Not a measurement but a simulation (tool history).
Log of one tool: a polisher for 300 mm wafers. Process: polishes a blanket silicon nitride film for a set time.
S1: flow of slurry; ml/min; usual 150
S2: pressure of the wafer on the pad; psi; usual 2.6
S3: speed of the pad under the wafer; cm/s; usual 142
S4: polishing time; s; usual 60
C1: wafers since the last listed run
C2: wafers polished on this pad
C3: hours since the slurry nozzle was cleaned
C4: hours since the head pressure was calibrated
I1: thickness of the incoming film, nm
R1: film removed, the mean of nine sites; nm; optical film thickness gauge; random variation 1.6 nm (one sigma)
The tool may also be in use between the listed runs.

{"run": 1, "hour": 0.0, "S1": 150, "S2": 2.6, "S3": 142, "S4": 72, "C1": 0, "C2": 988, "C3": 39, "C4": 66.3, "I1": 787.2, "R1": 141.2}
{"run": 2, "hour": 50.7, "S1": 150, "S2": 2.6, "S3": 142, "S4": 72, "C1": 360, "C2": 1348, "C3": 89.7, "C4": 117, "I1": 796.8, "R1": 133.8}
{"run": 3, "hour": 88.8, "S1": 150, "S2": 3.1, "S3": 142, "S4": 60, "C1": 270, "C2": 1619, "C3": 127.8, "C4": 155.1, "I1": 788.8, "R1": 133.3}
{"run": 4, "hour": 205.8, "S1": 150, "S2": 3.1, "S3": 142, "S4": 60, "C1": 831, "C2": 2451, "C3": 244.8, "C4": 272.1, "I1": 787.4, "R1": 132.7}
{"run": 5, "hour": 273.2, "S1": 150, "S2": 2.6, "S3": 172, "S4": 60, "C1": 479, "C2": 2930, "C3": 312.2, "C4": 339.5, "I1": 804.4, "R1": 131.2}
{"hour": 298.2, "done": "worn pad replaced by a new one"}
{"run": 6, "hour": 311.7, "S1": 150, "S2": 2.3, "S3": 108, "S4": 60, "C1": 245, "C2": 96, "C3": 350.7, "C4": 378, "I1": 793.5, "R1": 91}
{"hour": 333.9, "done": "slurry nozzle cleaned"}
{"run": 7, "hour": 338.6, "S1": 150, "S2": 2.3, "S3": 108, "S4": 60, "C1": 184, "C2": 280, "C3": 4.7, "C4": 404.9, "I1": 806.9, "R1": 90.5}
{"hour": 399.7, "done": "head pressure recalibrated"}
{"run": 8, "hour": 400.2, "S1": 150, "S2": 2.3, "S3": 108, "S4": 60, "C1": 423, "C2": 704, "C3": 66.3, "C4": 0.5, "I1": 794.7, "R1": 82.5}
{"run": 9, "hour": 461.6, "S1": 150, "S2": 2.9, "S3": 142, "S4": 60, "C1": 436, "C2": 1140, "C3": 127.7, "C4": 61.9, "I1": 794.4, "R1": 127}
{"run": 10, "hour": 514.1, "S1": 150, "S2": 2.9, "S3": 142, "S4": 60, "C1": 373, "C2": 1513, "C3": 180.2, "C4": 114.4, "I1": 802.4, "R1": 126.9}
{"run": 11, "hour": 579.6, "S1": 150, "S2": 2.9, "S3": 142, "S4": 60, "C1": 465, "C2": 1979, "C3": 245.7, "C4": 179.9, "I1": 803.8, "R1": 122.4}
{"run": 12, "hour": 625.1, "S1": 150, "S2": 2.6, "S3": 142, "S4": 60, "C1": 323, "C2": 2302, "C3": 291.2, "C4": 225.4, "I1": 803.3, "R1": 110.2}
{"run": 13, "hour": 655.6, "S1": 150, "S2": 2.6, "S3": 142, "S4": 60, "C1": 216, "C2": 2519, "C3": 321.7, "C4": 255.9, "I1": 796.5, "R1": 109}
{"hour": 699.1, "done": "slurry nozzle cleaned"}
{"hour": 739.3, "done": "worn pad replaced by a new one"}
{"run": 14, "hour": 867.9, "S1": 150, "S2": 2.6, "S3": 142, "S4": 60, "C1": 1473, "C2": 914, "C3": 168.8, "C4": 468.2, "I1": 810.8, "R1": 127}
{"hour": 889.9, "done": "head pressure recalibrated"}
{"run": 15, "hour": 955.6, "S1": 150, "S2": 2.6, "S3": 142, "S4": 60, "C1": 609, "C2": 1523, "C3": 256.5, "C4": 65.7, "I1": 802, "R1": 108.1}
{"run": 16, "hour": 1011.4, "S1": 150, "S2": 2.6, "S3": 142, "S4": 60, "C1": 396, "C2": 1920, "C3": 312.3, "C4": 121.5, "I1": 802.6, "R1": 106.6}
{"run": 17, "hour": 1051.4, "S1": 150, "S2": 2, "S3": 142, "S4": 60, "C1": 284, "C2": 2204, "C3": 352.3, "C4": 161.5, "I1": 793.8, "R1": 81.5}
{"hour": 1061.5, "done": "slurry nozzle cleaned"}
{"run": 18, "hour": 1111.6, "S1": 150, "S2": 2, "S3": 142, "S4": 60, "C1": 420, "C2": 2625, "C3": 50.1, "C4": 221.7, "I1": 789.8, "R1": 81}
{"hour": 1142.1, "done": "worn pad replaced by a new one"}
{"run": 19, "hour": 1142.6, "S1": 150, "S2": 1.7, "S3": 110, "S4": 50, "C1": 191, "C2": 3, "C3": 81.1, "C4": 252.7, "I1": 794, "R1": 55.3}
{"run": 20, "hour": 1175.7, "S1": 170, "S2": 3, "S3": 178, "S4": 73, "C1": 235, "C2": 238, "C3": 114.2, "C4": 285.8, "I1": 812.1, "R1": 201.3}
{"run": 21, "hour": 1210.1, "S1": 120, "S2": 2.6, "S3": 100, "S4": 69, "C1": 244, "C2": 483, "C3": 148.6, "C4": 320.2, "I1": 799.8, "R1": 103.1}
{"run": 22, "hour": 1238.6, "S1": 150, "S2": 2.6, "S3": 142, "S4": 60, "C1": 202, "C2": 686, "C3": 177.1, "C4": 348.7, "I1": 796.7, "R1": 118.3}
{"run": 23, "hour": 1297.8, "S1": 150, "S2": 2.6, "S3": 160, "S4": 60, "C1": 420, "C2": 1106, "C3": 236.3, "C4": 407.9, "I1": 786.8, "R1": 131.9}
{"hour": 1352.7, "done": "head pressure recalibrated"}
{"run": 24, "hour": 1361.4, "S1": 185, "S2": 2.6, "S3": 142, "S4": 60, "C1": 437, "C2": 1544, "C3": 299.9, "C4": 8.7, "I1": 791.2, "R1": 117.4}

Run 25 comes next. What will it give?
{"run": 25, "hour": 1403.8, "S1": 150, "S2": 2.6, "S3": 176, "S4": 41, "C1": 301, "C2": 1846, "C3": 342.3, "C4": 51.1, "I1": 814.8, "R1": "?"}

R1: 89.3 nm
Without the tool's hidden state the same run would have given R1 97.9 nm.

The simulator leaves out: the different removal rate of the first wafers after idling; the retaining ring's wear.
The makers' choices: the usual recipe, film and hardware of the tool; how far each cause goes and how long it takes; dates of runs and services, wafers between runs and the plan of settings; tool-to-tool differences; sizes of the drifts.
